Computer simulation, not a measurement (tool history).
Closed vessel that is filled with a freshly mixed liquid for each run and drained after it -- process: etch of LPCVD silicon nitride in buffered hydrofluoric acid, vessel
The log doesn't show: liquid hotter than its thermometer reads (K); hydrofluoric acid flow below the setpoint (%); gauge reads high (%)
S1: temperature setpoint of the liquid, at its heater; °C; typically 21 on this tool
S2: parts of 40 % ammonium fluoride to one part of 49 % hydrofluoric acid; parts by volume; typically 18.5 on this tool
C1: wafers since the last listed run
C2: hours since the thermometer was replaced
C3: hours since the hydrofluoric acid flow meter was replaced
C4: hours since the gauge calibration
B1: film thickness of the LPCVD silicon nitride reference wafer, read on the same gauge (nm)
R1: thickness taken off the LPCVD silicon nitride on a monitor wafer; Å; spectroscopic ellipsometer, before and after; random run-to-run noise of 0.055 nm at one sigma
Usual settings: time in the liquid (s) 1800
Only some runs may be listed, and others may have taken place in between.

{"run": 1, "day": 0.0, "S1": 21, "S2": 16.5, "time in the liquid (s)": 1800, "C1": 0, "C2": 853.2, "C3": 1513.6, "C4": 266.3, "B1": 149.96, "R1": 134.1}
{"run": 2, "day": 0.358, "S1": 21, "S2": 16.5, "time in the liquid (s)": 1800, "C1": 458, "C2": 861.8, "C3": 1522.2, "C4": 274.9, "B1": 150.02, "R1": 134.9}
{"run": 3, "day": 0.917, "S1": 21, "S2": 16.5, "time in the liquid (s)": 1800, "C1": 714, "C2": 875.2, "C3": 1535.6, "C4": 288.3, "B1": 149.96, "R1": 135}
{"run": 4, "day": 1.167, "S1": 21, "S2": 18.5, "time in the liquid (s)": 1800, "C1": 319, "C2": 881.2, "C3": 1541.6, "C4": 294.3, "B1": 149.99, "R1": 121.4}
{"run": 5, "day": 1.721, "S1": 21, "S2": 18.5, "time in the liquid (s)": 1800, "C1": 708, "C2": 894.5, "C3": 1554.9, "C4": 307.6, "B1": 149.99, "R1": 120.8}
{"run": 6, "day": 2.254, "S1": 23, "S2": 14.5, "time in the liquid (s)": 1800, "C1": 682, "C2": 907.3, "C3": 1567.7, "C4": 320.4, "B1": 149.98, "R1": 171.7}
{"run": 7, "day": 3.625, "S1": 24, "S2": 18.5, "time in the liquid (s)": 1800, "C1": 1753, "C2": 940.2, "C3": 1600.6, "C4": 353.3, "B1": 149.96, "R1": 142.7}
{"run": 8, "day": 4.288, "S1": 24, "S2": 18.5, "time in the liquid (s)": 1800, "C1": 847, "C2": 956.1, "C3": 1616.5, "C4": 369.2, "B1": 150.01, "R1": 143.8}
{"run": 9, "day": 4.838, "S1": 21, "S2": 18.5, "time in the liquid (s)": 1800, "C1": 703, "C2": 969.3, "C3": 1629.7, "C4": 382.4, "B1": 150, "R1": 121.6}
{"run": 10, "day": 5.179, "S1": 21, "S2": 18.5, "time in the liquid (s)": 990, "C1": 436, "C2": 977.5, "C3": 1637.9, "C4": 390.6, "B1": 150, "R1": 67.2}
{"day": 5.183, "done": "gauge calibrated"}
{"run": 11, "day": 5.758, "S1": 21, "S2": 25.5, "time in the liquid (s)": 1800, "C1": 740, "C2": 991.4, "C3": 1651.8, "C4": 13.8, "B1": 149.98, "R1": 95.1}
{"run": 12, "day": 6.217, "S1": 17.5, "S2": 25.5, "time in the liquid (s)": 840, "C1": 586, "C2": 1002.4, "C3": 1662.8, "C4": 24.8, "B1": 150.03, "R1": 36.8}
{"run": 13, "day": 6.617, "S1": 21, "S2": 18.5, "time in the liquid (s)": 1800, "C1": 511, "C2": 1012, "C3": 1672.4, "C4": 34.4, "B1": 150.04, "R1": 123.3}
{"run": 14, "day": 7.271, "S1": 17, "S2": 24.5, "time in the liquid (s)": 1800, "C1": 836, "C2": 1027.7, "C3": 1688.1, "C4": 50.1, "B1": 149.97, "R1": 79.9}
{"run": 15, "day": 7.529, "S1": 21, "S2": 16.5, "time in the liquid (s)": 1800, "C1": 330, "C2": 1033.9, "C3": 1694.3, "C4": 56.3, "B1": 149.99, "R1": 137.9}
{"run": 16, "day": 7.829, "S1": 21, "S2": 18.5, "time in the liquid (s)": 1800, "C1": 383, "C2": 1041.1, "C3": 1701.5, "C4": 63.5, "B1": 150, "R1": 123.7}
{"run": 17, "day": 9.671, "S1": 21, "S2": 18.5, "time in the liquid (s)": 1510, "C1": 2355, "C2": 1085.3, "C3": 1745.7, "C4": 107.7, "B1": 149.98, "R1": 103.4}
{"day": 9.754, "done": "thermometer replaced"}
{"day": 10.05, "done": "hydrofluoric acid flow meter replaced"}
{"run": 18, "day": 11.546, "S1": 17, "S2": 15.5, "time in the liquid (s)": 1375, "C1": 2291, "C2": 43, "C3": 35.9, "C4": 152.7, "B1": 150, "R1": 78.8}
{"run": 19, "day": 11.867, "S1": 26, "S2": 18.5, "time in the liquid (s)": 1185, "C1": 410, "C2": 50.7, "C3": 43.6, "C4": 160.4, "B1": 150.01, "R1": 94.2}
{"run": 20, "day": 12.512, "S1": 17, "S2": 11.5, "time in the liquid (s)": 2165, "C1": 826, "C2": 66.2, "C3": 59.1, "C4": 175.9, "B1": 150.02, "R1": 167.8}
{"run": 21, "day": 13.117, "S1": 21, "S2": 12.5, "time in the liquid (s)": 1370, "C1": 772, "C2": 80.7, "C3": 73.6, "C4": 190.4, "B1": 149.97, "R1": 121.2}

Branching from run 21: 5 alternative next runs. What would each branch give?
{"run": "A", "day": 13.162, "S1": 17, "S2": 18.5, "time in the liquid (s)": 1800, "C1": 58, "C2": 81.8, "C3": 74.7, "C4": 191.5, "B1": "?", "R1": "?"}
{"run": "B", "day": 13.162, "S1": 17.5, "S2": 18.5, "time in the liquid (s)": 2670, "C1": 58, "C2": 81.8, "C3": 74.7, "C4": 191.5, "B1": "?", "R1": "?"}
{"run": "C", "day": 13.162, "S1": 25.5, "S2": 14.5, "time in the liquid (s)": 985, "C1": 58, "C2": 81.8, "C3": 74.7, "C4": 191.5, "B1": "?", "R1": "?"}
{"run": "D", "day": 13.162, "S1": 21, "S2": 18.5, "time in the liquid (s)": 2295, "C1": 58, "C2": 81.8, "C3": 74.7, "C4": 191.5, "B1": "?", "R1": "?"}
{"run": "E", "day": 13.162, "S1": 24, "S2": 13.5, "time in the liquid (s)": 1430, "C1": 58, "C2": 81.8, "C3": 74.7, "C4": 191.5, "B1": "?", "R1": "?"}

run=A B1=149.97 R1=86.4
run=B B1=149.97 R1=131.8
run=C B1=149.97 R1=96.3
run=D B1=149.97 R1=137.9
run=E B1=149.97 R1=138.2
The same runs, with their run-to-run variation unchanged, on a tool lacking any hidden condition would have given:
run=A R1=83.6
run=B R1=127.6
run=C R1=93.3
run=D R1=133.6
run=E R1=134

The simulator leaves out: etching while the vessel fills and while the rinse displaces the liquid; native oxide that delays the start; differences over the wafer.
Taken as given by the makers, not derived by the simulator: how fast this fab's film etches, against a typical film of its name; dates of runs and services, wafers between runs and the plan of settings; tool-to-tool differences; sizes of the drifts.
